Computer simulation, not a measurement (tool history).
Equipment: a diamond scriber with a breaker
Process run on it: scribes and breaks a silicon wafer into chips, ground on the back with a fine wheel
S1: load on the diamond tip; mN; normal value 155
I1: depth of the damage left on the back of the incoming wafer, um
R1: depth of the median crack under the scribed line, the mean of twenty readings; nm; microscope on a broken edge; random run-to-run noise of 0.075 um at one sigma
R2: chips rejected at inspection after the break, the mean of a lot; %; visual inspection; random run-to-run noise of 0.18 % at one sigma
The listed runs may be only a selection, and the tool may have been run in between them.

{"run": 1, "hour": 0.0, "S1": 155, "I1": 2.88, "R1": 8450, "R2": 3.96}
{"run": 2, "hour": 19.4, "S1": 182, "I1": 1.87, "R1": 9550, "R2": 2.19}
{"run": 3, "hour": 41.9, "S1": 182, "I1": 2.63, "R1": 9560, "R2": 3.62}
{"run": 4, "hour": 142.7, "S1": 182, "I1": 2.91, "R1": 9410, "R2": 3.68}
{"run": 5, "hour": 156.6, "S1": 155, "I1": 2.1, "R1": 8200, "R2": 2.47}
{"run": 6, "hour": 177.0, "S1": 155, "I1": 2.93, "R1": 8180, "R2": 4.58}
{"run": 7, "hour": 209.4, "S1": 126, "I1": 1.67, "R1": 6800, "R2": 6.96}
{"run": 8, "hour": 234.7, "S1": 155, "I1": 1.73, "R1": 8040, "R2": 2.49}
{"run": 9, "hour": 266.6, "S1": 155, "I1": 1.75, "R1": 7940, "R2": 2.27}
{"hour": 276.2, "done": "diamond tip replaced by a new one"}
{"hour": 287.5, "done": "load on the tip recalibrated"}
{"run": 10, "hour": 288.8, "S1": 142, "I1": 2.02, "R1": 8190, "R2": 2.66}
{"run": 11, "hour": 324.3, "S1": 194, "I1": 1.75, "R1": 10190, "R2": 3.21}
{"run": 12, "hour": 354.5, "S1": 112, "I1": 2.12, "R1": 6570, "R2": 10.8}
{"run": 13, "hour": 382.8, "S1": 179, "I1": 2.39, "R1": 9650, "R2": 2.8}
{"run": 14, "hour": 408.6, "S1": 115, "I1": 1.94, "R1": 6650, "R2": 10.11}
{"run": 15, "hour": 435.8, "S1": 155, "I1": 2.77, "R1": 8480, "R2": 4.15}
{"run": 16, "hour": 461.8, "S1": 191, "I1": 2.66, "R1": 9730, "R2": 3.92}
{"run": 17, "hour": 495.1, "S1": 155, "I1": 1.97, "R1": 8170, "R2": 2.34}
{"run": 18, "hour": 529.6, "S1": 197, "I1": 2.74, "R1": 9720, "R2": 3.83}

Each row is a separate what-if for the run after 18, all from the same tool condition, not one after another. Results?
{"run": "A", "hour": 530.3, "S1": 155, "I1": 1.64, "R1": "?", "R2": "?"}
{"run": "B", "hour": 530.3, "S1": 195, "I1": 1.64, "R1": "?", "R2": "?"}
{"run": "C", "hour": 530.3, "S1": 181, "I1": 1.64, "R1": "?", "R2": "?"}
{"run": "D", "hour": 530.3, "S1": 201, "I1": 1.64, "R1": "?", "R2": "?"}

run=A R1=8310 R2=1.99
run=B R1=9910 R2=2.46
run=C R1=9370 R2=1.67
run=D R1=10140 R2=2.94
Stripped of hidden state, with their random variation kept, the same runs would have yielded:
run=A R1=8880 R2=1.47
run=B R1=10590 R2=4.13
run=C R1=10010 R2=2.65
run=D R1=10830 R2=4.89
